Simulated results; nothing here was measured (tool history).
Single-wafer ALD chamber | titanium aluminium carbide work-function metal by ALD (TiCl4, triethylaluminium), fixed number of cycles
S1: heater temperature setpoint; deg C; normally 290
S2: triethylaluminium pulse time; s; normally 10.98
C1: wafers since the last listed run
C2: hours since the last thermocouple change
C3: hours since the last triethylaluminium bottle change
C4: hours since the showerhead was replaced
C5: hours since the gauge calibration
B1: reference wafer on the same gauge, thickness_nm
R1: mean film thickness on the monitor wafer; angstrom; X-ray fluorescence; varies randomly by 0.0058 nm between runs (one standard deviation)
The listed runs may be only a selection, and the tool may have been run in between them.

Run 1, day 0.000: usual settings but S2 8.55 s; C1 0; C2 2154.2; C3 1714.0; C4 7215.6; C5 482.3; B1 2.061. Result: R1 14.82 angstrom.
Run 2, day 1.892: usual settings but S1 282 deg C; C1 483; C2 2199.6; C3 1759.4; C4 7261.0; C5 527.7; B1 2.056. Result: R1 15.37 angstrom.
Run 3, day 2.467: usual settings but S1 283 deg C, S2 11.97 s; C1 147; C2 2213.4; C3 1773.2; C4 7274.8; C5 541.5; B1 2.061. Result: R1 15.73 angstrom.
Run 4, day 2.996: usual settings but S1 283 deg C, S2 11.97 s; C1 135; C2 2226.1; C3 1785.9; C4 7287.5; C5 554.2; B1 2.058. Result: R1 15.64 angstrom.
At day 3.658: triethylaluminium bottle replaced.
At day 4.017: gauge calibrated.
Run 5, day 4.275: usual settings; C1 241; C2 2256.8; C3 14.8; C4 7318.2; C5 6.2; B1 2.058. Result: R1 17.10 angstrom.
Run 6, day 4.746: usual settings; C1 120; C2 2268.1; C3 26.1; C4 7329.5; C5 17.5; B1 2.062. Result: R1 17.25 angstrom.
Run 7, day 5.450: usual settings but S1 285 deg C, S2 9.74 s; C1 180; C2 2285.0; C3 43.0; C4 7346.4; C5 34.4; B1 2.062. Result: R1 16.67 angstrom.
Run 8, day 5.783: usual settings but S1 285 deg C, S2 9.74 s; C1 85; C2 2293.0; C3 51.0; C4 7354.4; C5 42.4; B1 2.058. Result: R1 16.66 angstrom.
Run 9, day 6.212: usual settings but S2 14.25 s; C1 109; C2 2303.3; C3 61.3; C4 7364.7; C5 52.7; B1 2.058. Result: R1 17.52 angstrom.
Run 10, day 6.771: usual settings but S2 14.25 s; C1 142; C2 2316.7; C3 74.7; C4 7378.1; C5 66.1; B1 2.060. Result: R1 17.57 angstrom.
Run 11, day 7.275: usual settings but S1 300 deg C, S2 8.85 s; C1 128; C2 2328.8; C3 86.8; C4 7390.2; C5 78.2; B1 2.057. Result: R1 17.42 angstrom.
Run 12, day 7.746: usual settings but S1 300 deg C, S2 8.85 s; C1 120; C2 2340.1; C3 98.1; C4 7401.5; C5 89.5; B1 2.060. Result: R1 17.54 angstrom.
Run 13, day 8.192: usual settings but S2 7.14 s; C1 114; C2 2350.8; C3 108.8; C4 7412.2; C5 100.2; B1 2.059. Result: R1 16.03 angstrom.
Run 14, day 8.746: usual settings but S1 303 deg C; C1 141; C2 2364.1; C3 122.1; C4 7425.5; C5 113.5; B1 2.061. Result: R1 18.26 angstrom.
Run 15, day 9.046: usual settings but S2 13.76 s; C1 76; C2 2371.3; C3 129.3; C4 7432.7; C5 120.7; B1 2.061. Result: R1 17.51 angstrom.
Run 16, day 10.667: usual settings but S1 295 deg C, S2 9.04 s; C1 414; C2 2410.2; C3 168.2; C4 7471.6; C5 159.6; B1 2.061. Result: R1 17.28 angstrom.
Run 17, day 11.162: usual settings but S1 283 deg C, S2 11.97 s; C1 126; C2 2422.1; C3 180.1; C4 7483.5; C5 171.5; B1 2.060. Result: R1 16.84 angstrom.
Run 18, day 11.429: usual settings; C1 68; C2 2428.5; C3 186.5; C4 7489.9; C5 177.9; B1 2.059. Result: R1 17.29 angstrom.
Run 19, day 11.892: usual settings but S1 277 deg C, S2 14.80 s; C1 118; C2 2439.6; C3 197.6; C4 7501.0; C5 189.0; B1 2.061. Result: R1 16.60 angstrom.
At day 12.662: showerhead replaced.
Run 20, day 12.683: usual settings but S1 276 deg C, S2 12.97 s; C1 117; C2 2458.6; C3 216.6; C4 0.5; C5 208.0; B1 2.061. Result: R1 16.41 angstrom.
Run 21, day 12.962: usual settings but S1 282 deg C, S2 13.39 s; C1 71; C2 2465.3; C3 223.3; C4 7.2; C5 214.7; B1 2.061. Result: R1 16.89 angstrom.
Run 22, day 13.371: usual settings but S1 298 deg C, S2 13.69 s; C1 104; C2 2475.1; C3 233.1; C4 17.0; C5 224.5; B1 2.063. Result: R1 18.11 angstrom.
Run 23, day 13.775: usual settings but S1 298 deg C, S2 9.56 s; C1 103; C2 2484.8; C3 242.8; C4 26.7; C5 234.2; B1 2.058. Result: R1 17.50 angstrom.
Run 24, day 14.242: usual settings but S1 286 deg C, S2 9.55 s; C1 119; C2 2496.0; C3 254.0; C4 37.9; C5 245.4; B1 2.055. Result: R1 16.65 angstrom.
At day 15.350: thermocouple changed; heater temperature recalibrated.
Run 25, day 16.392: usual settings but S1 295 deg C, S2 15.29 s; C1 464; C2 25.0; C3 305.6; C4 89.5; C5 297.0; B1 2.060. Result: R1 17.98 angstrom.
Run 26, day 17.125: usual settings but S1 282 deg C, S2 14.84 s; C1 187; C2 42.6; C3 323.2; C4 107.1; C5 314.6; B1 2.063. Result: R1 16.98 angstrom.
Run 27, day 17.529: usual settings; C1 103; C2 52.3; C3 332.9; C4 116.8; C5 324.3; B1 2.059. Result: R1 17.29 angstrom.
Run 28, day 18.021: usual settings but S2 8.78 s; C1 125; C2 64.1; C3 344.7; C4 128.6; C5 336.1; B1 2.061. Result: R1 16.74 angstrom.
Run 29, day 18.458: usual settings but S2 7.61 s; C1 111; C2 74.6; C3 355.2; C4 139.1; C5 346.6; B1 2.063. Result: R1 16.31 angstrom.
Run 30, day 18.821: usual settings but S1 305 deg C; C1 92; C2 83.3; C3 363.9; C4 147.8; C5 355.3; B1 2.064. Result: R1 18.18 angstrom.
Run 31, day 19.558: usual settings but S2 14.81 s; C1 188; C2 101.0; C3 381.6; C4 165.5; C5 373.0; B1 2.060. Result: R1 17.60 angstrom.
Run 32, day 20.142: usual settings but S1 301 deg C, S2 13.89 s; C1 149; C2 115.0; C3 395.6; C4 179.5; C5 387.0; B1 2.057. Result: R1 18.36 angstrom.
Run 33, day 20.838: usual settings but S2 7.83 s; C1 177; C2 131.7; C3 412.3; C4 196.2; C5 403.7; B1 2.062. Result: R1 16.33 angstrom.

Forecast each of these 4 alternatives for the next run:
Run A, day 20.854: usual settings but S2 9.57 s; C1 4; C2 132.1; C3 412.7; C4 196.6; C5 404.1; B1 ?. Result: R1 ?.
Run B, day 20.854: usual settings but S1 302 deg C, S2 14.57 s; C1 4; C2 132.1; C3 412.7; C4 196.6; C5 404.1; B1 ?. Result: R1 ?.
Run C, day 20.854: usual settings but S1 299 deg C, S2 9.20 s; C1 4; C2 132.1; C3 412.7; C4 196.6; C5 404.1; B1 ?. Result: R1 ?.
Run D, day 20.854: usual settings but S1 279 deg C, S2 14.93 s; C1 4; C2 132.1; C3 412.7; C4 196.6; C5 404.1; B1 ?. Result: R1 ?.

run     B1     R1
  A  2.055  16.93
  B  2.055  18.47
  C  2.055  17.49
  D  2.055  16.74
Without the tool's unlogged condition, the same runs would have read:
run     R1
  A  17.05
  B  18.50
  C  17.62
  D  16.77
